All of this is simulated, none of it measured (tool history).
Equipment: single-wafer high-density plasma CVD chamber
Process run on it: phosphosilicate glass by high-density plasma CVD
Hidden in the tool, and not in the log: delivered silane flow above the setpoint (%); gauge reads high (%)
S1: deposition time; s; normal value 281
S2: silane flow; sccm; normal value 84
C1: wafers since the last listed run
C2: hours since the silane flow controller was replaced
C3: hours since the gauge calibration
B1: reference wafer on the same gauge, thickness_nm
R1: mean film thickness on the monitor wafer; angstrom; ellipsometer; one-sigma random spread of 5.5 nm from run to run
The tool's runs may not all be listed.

Run 1, day 0: usual settings; C1 0; C2 2077.9; C3 38.6; B1 2209.771. Result: R1 24409.05 angstrom.
Run 2, day 2.679: usual settings; C1 341; C2 2142.2; C3 102.9; B1 2210.012. Result: R1 24443.77 angstrom.
Run 3, day 5.258: usual settings; C1 328; C2 2204.1; C3 164.8; B1 2209.135. Result: R1 24413.6 angstrom.
Run 4, day 6.771: usual settings but S1 295 s; C1 192; C2 2240.4; C3 201.1; B1 2210.888. Result: R1 25738.03 angstrom.
Run 5, day 8.525: usual settings but S1 295 s; C1 223; C2 2282.5; C3 243.2; B1 2209.846. Result: R1 25641.18 angstrom.
Run 6, day 10.05: usual settings but S1 295 s; C1 194; C2 2319.1; C3 279.8; B1 2209.254. Result: R1 25813.98 angstrom.
Run 7, day 12.883: usual settings; C1 360; C2 2387.1; C3 347.8; B1 2209.719. Result: R1 24540.88 angstrom.
Run 8, day 14.458: usual settings; C1 200; C2 2424.9; C3 385.6; B1 2209.535. Result: R1 24442.53 angstrom.
Run 9, day 17.325: usual settings; C1 365; C2 2493.7; C3 454.4; B1 2210.219. Result: R1 24619.89 angstrom.
Run 10, day 19.592: usual settings but S1 300 s; C1 288; C2 2548.1; C3 508.8; B1 2208.517. Result: R1 26169.16 angstrom.
Run 11, day 22.129: usual settings but S1 255 s, S2 91 sccm; C1 323; C2 2609; C3 569.7; B1 2210.98. Result: R1 24101.93 angstrom.
Run 12, day 23.688: usual settings; C1 198; C2 2646.4; C3 607.1; B1 2209.43. Result: R1 24600.07 angstrom.
At day 24.629: gauge calibrated.
At day 31.554: silane flow controller replaced.
Run 13, day 31.575: usual settings but S1 295 s; C1 962; C2 0.5; C3 166.7; B1 2209.156. Result: R1 26089.86 angstrom.
Run 14, day 37.883: usual settings but S1 237 s, S2 95 sccm; C1 803; C2 151.9; C3 318.1; B1 2210.83. Result: R1 23823.86 angstrom.
Run 15, day 40.642: usual settings but S1 327 s; C1 351; C2 218.1; C3 384.3; B1 2208.948. Result: R1 28899.27 angstrom.
At day 41.575: silane flow controller replaced, repeated, since the last time left the tool worse.
Run 16, day 41.762: usual settings but S1 328 s, S2 96 sccm; C1 100; C2 4.5; C3 411.2; B1 2209.469. Result: R1 32069.5 angstrom.
Run 17, day 44.067: usual settings but S1 225 s; C1 293; C2 59.8; C3 466.5; B1 2210.285. Result: R1 19204.08 angstrom.
At day 45.117: gauge calibrated.
Run 18, day 46.067: usual settings but S1 313 s, S2 68 sccm; C1 254; C2 107.8; C3 22.8; B1 2209.515. Result: R1 21719.57 angstrom.

Describe how what the log doesn't record of the tool's condition differs between the last listed run preceding each entry between runs and the first listed run following it.
In the gap between runs 12 and 13: gauge calibrated (day 24.629); silane flow controller replaced (day 31.554)
  delivered silane flow above the setpoint (%): 2.14 -> 3.53
  measured less the result without the state, R1: +515.75 -> +889.12 angstrom
In the gap between runs 15 and 16: silane flow controller replaced, repeated, since the last time left the tool worse (day 41.575)
  delivered silane flow above the setpoint (%): 3.73 -> -0.139
  measured less the result without the state, R1: +1038.06 -> -44.8 angstrom
In the gap between runs 17 and 18: gauge calibrated (day 45.117)
  delivered silane flow above the setpoint (%): -0.0893 -> -0.0456
  measured less the result without the state, R1: -17.15 -> -9.92 angstrom
